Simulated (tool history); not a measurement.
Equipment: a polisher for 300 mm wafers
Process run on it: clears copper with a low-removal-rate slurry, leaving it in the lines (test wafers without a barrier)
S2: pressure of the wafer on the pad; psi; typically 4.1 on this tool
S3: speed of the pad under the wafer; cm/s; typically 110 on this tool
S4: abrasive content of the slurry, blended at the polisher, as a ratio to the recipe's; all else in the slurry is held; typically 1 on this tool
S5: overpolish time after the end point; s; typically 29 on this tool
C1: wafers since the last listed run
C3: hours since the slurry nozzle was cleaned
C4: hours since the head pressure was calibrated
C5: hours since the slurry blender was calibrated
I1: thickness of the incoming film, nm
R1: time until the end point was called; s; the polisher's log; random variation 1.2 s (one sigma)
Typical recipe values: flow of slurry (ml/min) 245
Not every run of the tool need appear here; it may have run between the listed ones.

run 1 hour=0 | flow_of_slurry_(ml/min)=245 S2=4.1 S3=110 S4=1 S5=29 | C1=0 wafers_polished_on_this_pad=1577 C3=728 C4=198.9 C5=89.1 | I1=335.1 | R1=85.8
-- hour=37.4 slurry nozzle cleaned
run 2 hour=56.3 | flow_of_slurry_(ml/min)=285 S2=4.1 S3=110 S4=1 S5=29 | C1=431 wafers_polished_on_this_pad=2009 C3=18.9 C4=255.2 C5=145.4 | I1=332.2 | R1=86
run 3 hour=114.5 | flow_of_slurry_(ml/min)=285 S2=4.1 S3=110 S4=1 S5=29 | C1=454 wafers_polished_on_this_pad=2463 C3=77.1 C4=313.4 C5=203.6 | I1=338.9 | R1=84
run 4 hour=158.9 | flow_of_slurry_(ml/min)=205 S2=4.1 S3=110 S4=1 S5=29 | C1=346 wafers_polished_on_this_pad=2810 C3=121.5 C4=357.8 C5=248 | I1=336.2 | R1=89.9
-- hour=200.4 worn pad replaced by a new one
-- hour=234.1 head pressure recalibrated
run 5 hour=256.7 | flow_of_slurry_(ml/min)=245 S2=3.3 S3=110 S4=1 S5=29 | C1=716 wafers_polished_on_this_pad=424 C3=219.3 C4=22.6 C5=345.8 | I1=328.9 | R1=110
-- hour=376.9 slurry blender recalibrated
run 6 hour=484.2 | flow_of_slurry_(ml/min)=245 S2=4.1 S3=110 S4=0.75 S5=29 | C1=1761 wafers_polished_on_this_pad=2185 C3=446.8 C4=250.1 C5=107.3 | I1=340.1 | R1=90.2
run 7 hour=524.5 | flow_of_slurry_(ml/min)=245 S2=4.1 S3=110 S4=0.75 S5=29 | C1=314 wafers_polished_on_this_pad=2500 C3=487.1 C4=290.4 C5=147.6 | I1=336.3 | R1=88.2
run 8 hour=611.7 | flow_of_slurry_(ml/min)=245 S2=4.1 S3=110 S4=0.75 S5=29 | C1=680 wafers_polished_on_this_pad=3181 C3=574.3 C4=377.6 C5=234.8 | I1=337.9 | R1=93
-- hour=631.5 worn pad replaced by a new one
run 9 hour=717.4 | flow_of_slurry_(ml/min)=245 S2=4.1 S3=110 S4=1 S5=29 | C1=794 wafers_polished_on_this_pad=670 C3=680 C4=483.3 C5=340.5 | I1=335.5 | R1=88.7
-- hour=733.8 slurry blender recalibrated
-- hour=736.6 slurry nozzle cleaned
-- hour=789.2 head pressure recalibrated
run 10 hour=792.9 | flow_of_slurry_(ml/min)=245 S2=4.1 S3=110 S4=1 S5=29 | C1=550 wafers_polished_on_this_pad=1221 C3=56.3 C4=3.7 C5=59.1 | I1=335.1 | R1=84.9
run 11 hour=1027.3 | flow_of_slurry_(ml/min)=245 S2=4.5 S3=138 S4=0.8 S5=21 | C1=1830 wafers_polished_on_this_pad=3052 C3=290.7 C4=238.1 C5=293.5 | I1=333.2 | R1=66.4
-- hour=1082.6 worn pad replaced by a new one
run 12 hour=1087.6 | flow_of_slurry_(ml/min)=320 S2=4.1 S3=110 S4=1 S5=29 | C1=439 wafers_polished_on_this_pad=39 C3=351 C4=298.4 C5=353.8 | I1=335.9 | R1=88.4
run 13 hour=1158.3 | flow_of_slurry_(ml/min)=245 S2=4.1 S3=146 S4=1 S5=20 | C1=552 wafers_polished_on_this_pad=591 C3=421.7 C4=369.1 C5=424.5 | I1=335.8 | R1=69.1
-- hour=1179.2 slurry blender recalibrated
run 14 hour=1255.2 | flow_of_slurry_(ml/min)=245 S2=4.1 S3=148 S4=1.15 S5=29 | C1=741 wafers_polished_on_this_pad=1332 C3=518.6 C4=466 C5=76 | I1=334.7 | R1=60.8
-- hour=1341.4 head pressure recalibrated
-- hour=1452.2 worn pad replaced by a new one
run 15 hour=1475.8 | flow_of_slurry_(ml/min)=160 S2=4.1 S3=100 S4=1 S5=29 | C1=1675 wafers_polished_on_this_pad=184 C3=739.2 C4=134.4 C5=296.6 | I1=331.3 | R1=98.9
-- hour=1492.5 slurry nozzle cleaned
run 16 hour=1578.2 | flow_of_slurry_(ml/min)=245 S2=4.1 S3=110 S4=1 S5=29 | C1=791 wafers_polished_on_this_pad=976 C3=85.7 C4=236.8 C5=399 | I1=332 | R1=89.5
-- hour=1590.5 slurry blender recalibrated
run 17 hour=1646.2 | flow_of_slurry_(ml/min)=245 S2=4.1 S3=110 S4=1 S5=29 | C1=515 wafers_polished_on_this_pad=1491 C3=153.7 C4=304.8 C5=55.7 | I1=332 | R1=85.1
run 18 hour=1779.4 | flow_of_slurry_(ml/min)=245 S2=5.1 S3=88 S4=1 S5=29 | C1=1040 wafers_polished_on_this_pad=2531 C3=286.9 C4=438 C5=188.9 | I1=329.4 | R1=82
-- hour=1867.5 worn pad replaced by a new one
-- hour=1891 head pressure recalibrated
run 19 hour=1975.5 | flow_of_slurry_(ml/min)=205 S2=4.1 S3=94 S4=1 S5=29 | C1=1484 wafers_polished_on_this_pad=828 C3=483 C4=84.5 C5=385 | I1=333.6 | R1=107.8
-- hour=2038.7 slurry blender recalibrated
run 20 hour=2062.3 | flow_of_slurry_(ml/min)=245 S2=4.1 S3=110 S4=1.1 S5=35 | C1=662 wafers_polished_on_this_pad=1490 C3=569.8 C4=171.3 C5=23.6 | I1=337.8 | R1=83.8

Here are 5 independent what-if runs from the current tool condition. What would each one return?
run A hour=2062.8 | flow_of_slurry_(ml/min)=245 S2=2.9 S3=110 S4=1 S5=29 | C1=3 wafers_polished_on_this_pad=1494 C3=570.3 C4=171.8 C5=24.1 | I1=336.3 | R1=?
run B hour=2062.8 | flow_of_slurry_(ml/min)=200 S2=4.8 S3=128 S4=1 S5=39 | C1=3 wafers_polished_on_this_pad=1494 C3=570.3 C4=171.8 C5=24.1 | I1=336.3 | R1=?
run C hour=2062.8 | flow_of_slurry_(ml/min)=195 S2=3.4 S3=86 S4=1 S5=38 | C1=3 wafers_polished_on_this_pad=1494 C3=570.3 C4=171.8 C5=24.1 | I1=336.3 | R1=?
run D hour=2062.8 | flow_of_slurry_(ml/min)=245 S2=4.1 S3=110 S4=1 S5=20 | C1=3 wafers_polished_on_this_pad=1494 C3=570.3 C4=171.8 C5=24.1 | I1=336.3 | R1=?
run E hour=2062.8 | flow_of_slurry_(ml/min)=175 S2=4.1 S3=88 S4=1 S5=29 | C1=3 wafers_polished_on_this_pad=1494 C3=570.3 C4=171.8 C5=24.1 | I1=336.3 | R1=?

run=A R1=115
run=B R1=60.5
run=C R1=127.4
run=D R1=81.3
run=E R1=104.1
The same runs, with their run-to-run variation unchanged, on a tool lacking any hidden condition would have given:
run=A R1=113.9
run=B R1=60
run=C R1=126.2
run=D R1=80.6
run=E R1=103.1
